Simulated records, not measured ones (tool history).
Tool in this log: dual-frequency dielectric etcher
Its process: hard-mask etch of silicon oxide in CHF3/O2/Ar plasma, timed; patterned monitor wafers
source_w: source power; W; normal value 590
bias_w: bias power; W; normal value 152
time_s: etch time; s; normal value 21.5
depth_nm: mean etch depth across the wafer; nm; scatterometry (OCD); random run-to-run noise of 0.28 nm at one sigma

run	hour	source_w	bias_w	time_s	read-back reference wafer on the same gauge, depth_nm	depth_nm
1	0.0	590	152	21.5	44.90	38.51
# hour 38.0: wet clean of the chamber
2	38.5	690	152	21.5	44.83	42.39
3	55.6	690	152	21.5	44.86	42.22
4	79.5	590	152	21.5	44.98	40.26
5	103.5	590	152	21.5	44.85	40.08
6	129.0	590	152	25.0	44.87	46.43
7	146.1	590	152	25.0	44.77	46.55
8	176.5	590	152	25.0	44.97	46.71
# hour 246.8: source power generator calibrated
9	259.2	590	152	21.5	44.89	39.02
# hour 279.9: gauge calibrated
10	292.8	590	152	21.5	44.85	39.68
11	310.4	590	152	21.5	44.77	38.48
# hour 339.2: wet clean of the chamber
12	345.4	590	152	21.5	45.03	40.44
13	373.0	590	152	21.5	44.97	40.35
14	400.1	740	175	20.0	44.91	42.74
15	419.6	730	131	21.5	44.98	38.95
16	443.6	590	169	21.5	44.92	42.20
# hour 472.2: bias power generator calibrated
17	477.1	590	152	21.5	44.83	39.73
# hour 521.2: upper electrode replaced
18	521.7	500	188	15.0	44.84	29.55
19	522.9	680	139	19.0	44.77	34.24
20	554.6	690	152	21.5	44.97	40.95

What does the tool deliver on the next run?
21	577.1	720	152	21.5	?	?

For run 21 the tool returned read-back reference wafer on the same gauge, depth_nm 44.93, depth_nm 41.13 nm.
If the tool had no hidden condition, the same run with the same run-to-run variation would have returned depth_nm 42.82 nm.

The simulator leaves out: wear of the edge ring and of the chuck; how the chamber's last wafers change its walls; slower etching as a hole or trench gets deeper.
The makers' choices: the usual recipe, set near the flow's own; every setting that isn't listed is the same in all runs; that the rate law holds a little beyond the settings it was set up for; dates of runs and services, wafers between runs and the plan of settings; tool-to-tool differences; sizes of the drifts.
